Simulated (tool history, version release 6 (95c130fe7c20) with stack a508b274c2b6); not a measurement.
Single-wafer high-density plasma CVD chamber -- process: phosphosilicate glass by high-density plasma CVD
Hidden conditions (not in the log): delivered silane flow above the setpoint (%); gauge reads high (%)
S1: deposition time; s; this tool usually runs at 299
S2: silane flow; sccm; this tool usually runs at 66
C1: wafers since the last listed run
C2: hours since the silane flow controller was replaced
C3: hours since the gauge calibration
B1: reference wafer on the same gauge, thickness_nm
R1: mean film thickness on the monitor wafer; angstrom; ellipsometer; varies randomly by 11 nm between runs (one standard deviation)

run,hour,S1,S2,C1,C2,C3,B1,R1
1,0,256,60,0,2089.6,387.3,1842.279,16629.64
2,106.5,299,66,547,2196.1,493.8,1835.906,20871.77
3,175,299,66,352,2264.6,562.3,1842.968,20596.01
4,211.6,299,66,188,2301.2,598.9,1840.784,20649.6
5,304.5,299,66,477,2394.1,691.8,1839.574,20803.09
6,347.4,299,66,220,2437,734.7,1837.826,20793.18
7,431.8,273,66,433,2521.4,819.1,1839.124,18954.16
8,483,273,66,263,2572.6,870.3,1840.655,19174.6
9,582.6,273,66,511,2672.2,969.9,1838.698,19011.25
10,625.4,299,66,219,2715,1012.7,1841.426,20803.93
11,685.3,299,66,307,2774.9,1072.6,1840.399,20811
12,778.3,299,76,478,2867.9,1165.6,1840.405,23431.48
13,840.2,299,76,318,2929.8,1227.5,1840.268,23240.65
14,892.1,299,76,266,2981.7,1279.4,1838.964,23454.81
15,932.2,299,75,206,3021.8,1319.5,1841.417,23347.37
16,982.6,299,75,259,3072.2,1369.9,1840.466,23218.6
17,1022.9,299,75,207,3112.5,1410.2,1840.314,23275.52
18,1089.1,299,70,340,3178.7,1476.4,1836.915,22099.7
19,1130,273,66,210,3219.6,1517.3,1842.234,19137.31
20,1168.4,241,73,197,3258,1555.7,1841.841,18337.09
21,1224.4,241,66,287,3314,1611.7,1835.022,16921.05
# hour 1255.9: silane flow controller replaced
22,1318.2,340,59,441,62.3,1705.5,1837.629,21123.75
23,1358.1,346,79,205,102.2,1745.4,1839.63,26882.04
24,1410.1,244,59,267,154.2,1797.4,1837.267,15130.78
25,1495.8,241,66,440,239.9,1883.1,1837.8,16212.1
26,1575.8,299,66,411,319.9,1963.1,1839.412,20212.18
# hour 1662.3: gauge calibrated
27,1676.7,299,66,518,420.8,14.4,1839.844,20351.22
28,1736.3,299,75,306,480.4,74,1838.194,22629.98
29,1786.7,327,76,259,530.8,124.4,1842.797,25034.35
30,1862,260,59,387,606.1,199.7,1843.171,16277.69
31,1967.8,339,70,543,711.9,305.5,1839.64,24170.15
32,2030.6,299,66,322,774.7,368.3,1838.934,20322.97
33,2101.6,345,74,364,845.7,439.3,1839.844,25642.51
34,2187.8,279,63,443,931.9,525.5,1840.657,18355.97
35,2223.8,276,69,185,967.9,561.5,1838.475,19595.08
36,2324.5,315,59,517,1068.6,662.2,1840.663,19790.72
37,2431.8,299,66,551,1175.9,769.5,1837.789,20660.54

Take each entry between the runs: how does the hidden state at the last listed run before it differ from the hidden state at the first listed run after it?
Runs 21 to 22: silane flow controller replaced (hour 1255.9)
  delivered silane flow above the setpoint (%): 4.75 -> 0.077
  measured value less the no-hidden-state value, R1: +606.37 -> +12.71 angstrom
Runs 26 to 27: gauge calibrated (hour 1662.3)
  delivered silane flow above the setpoint (%): 0.48 -> 0.638
  measured value less the no-hidden-state value, R1: +75.69 -> +101.15 angstrom

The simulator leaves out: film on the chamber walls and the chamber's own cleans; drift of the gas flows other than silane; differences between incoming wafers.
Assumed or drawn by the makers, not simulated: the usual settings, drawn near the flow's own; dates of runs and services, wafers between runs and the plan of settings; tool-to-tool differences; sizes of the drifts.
